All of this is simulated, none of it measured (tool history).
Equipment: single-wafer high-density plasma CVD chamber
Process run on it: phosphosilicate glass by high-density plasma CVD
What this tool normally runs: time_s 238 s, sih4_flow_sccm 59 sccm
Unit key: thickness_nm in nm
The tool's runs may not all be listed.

| run | hour | time_s | sih4_flow_sccm | wafers since the last listed run | hours since the silane flow controller was replaced | hours since the gauge calibration | read-back reference wafer on the same gauge, thickness_nm | thickness_nm |
|---|---|---|---|---|---|---|---|---|
| 1 | 0 | 238 | 59 | 0 | 2549.6 | 207.3 | 1490.576 | 1497.371 |
| 2 | 23.7 | 238 | 59 | 144 | 2573.3 | 231 | 1490.323 | 1502.173 |
| 3 | 41.4 | 238 | 59 | 107 | 2591 | 248.7 | 1489.539 | 1502.09 |
| 4 | 63.3 | 238 | 59 | 133 | 2612.9 | 270.6 | 1490.482 | 1513.232 |
| 5 | 90.4 | 272 | 59 | 164 | 2640 | 297.7 | 1489.933 | 1722.945 |
| 6 | 104.8 | 272 | 59 | 87 | 2654.4 | 312.1 | 1489.401 | 1730.969 |
| 7 | 119.6 | 272 | 59 | 90 | 2669.2 | 326.9 | 1489.389 | 1727.709 |
| 8 | 147.6 | 238 | 53 | 170 | 2697.2 | 354.9 | 1488.468 | 1350.267 |
| 9 | 180.7 | 238 | 53 | 201 | 2730.3 | 388 | 1490.076 | 1355.629 |
| 10 | 205.7 | 218 | 63 | 152 | 2755.3 | 413 | 1487.972 | 1470.288 |
| 11 | 225.9 | 238 | 59 | 122 | 2775.5 | 433.2 | 1490.564 | 1507.642 |
| 12 | 271.5 | 238 | 59 | 277 | 2821.1 | 478.8 | 1489.455 | 1508.402 |
| 13 | 300 | 238 | 59 | 173 | 2849.6 | 507.3 | 1490.124 | 1508.219 |
|  | 392.8 | gauge calibrated |
| 14 | 403.4 | 238 | 59 | 629 | 2953 | 10.6 | 1490.242 | 1503.309 |
| 15 | 421.2 | 259 | 67 | 108 | 2970.8 | 28.4 | 1489.292 | 1860.548 |
| 16 | 438.8 | 212 | 59 | 107 | 2988.4 | 46 | 1488.804 | 1341.939 |
| 17 | 462.2 | 238 | 65 | 142 | 3011.8 | 69.4 | 1489.835 | 1649.266 |
| 18 | 480.8 | 205 | 69 | 113 | 3030.4 | 88 | 1490.24 | 1518.994 |
|  | 493.3 | silane flow controller replaced |
| 19 | 510 | 281 | 51 | 129 | 16.7 | 117.2 | 1490.419 | 1435.339 |
| 20 | 530.4 | 238 | 59 | 124 | 37.1 | 137.6 | 1491.245 | 1404.194 |
| 21 | 562.2 | 204 | 59 | 193 | 68.9 | 169.4 | 1490.662 | 1200.198 |
| 22 | 591.4 | 211 | 64 | 177 | 98.1 | 198.6 | 1491.082 | 1364.905 |

Run 23 has not been measured yet. What should we expect?
| 23 | 623.2 | 200 | 64 | 193 | 129.9 | 230.4 | ? | ? |

Run 23 produced read-back reference wafer on the same gauge, thickness_nm 1489.074, thickness_nm 1283.441 nm.
Minus the tool's unlogged condition, the same run would have read thickness_nm 1283.05 nm.
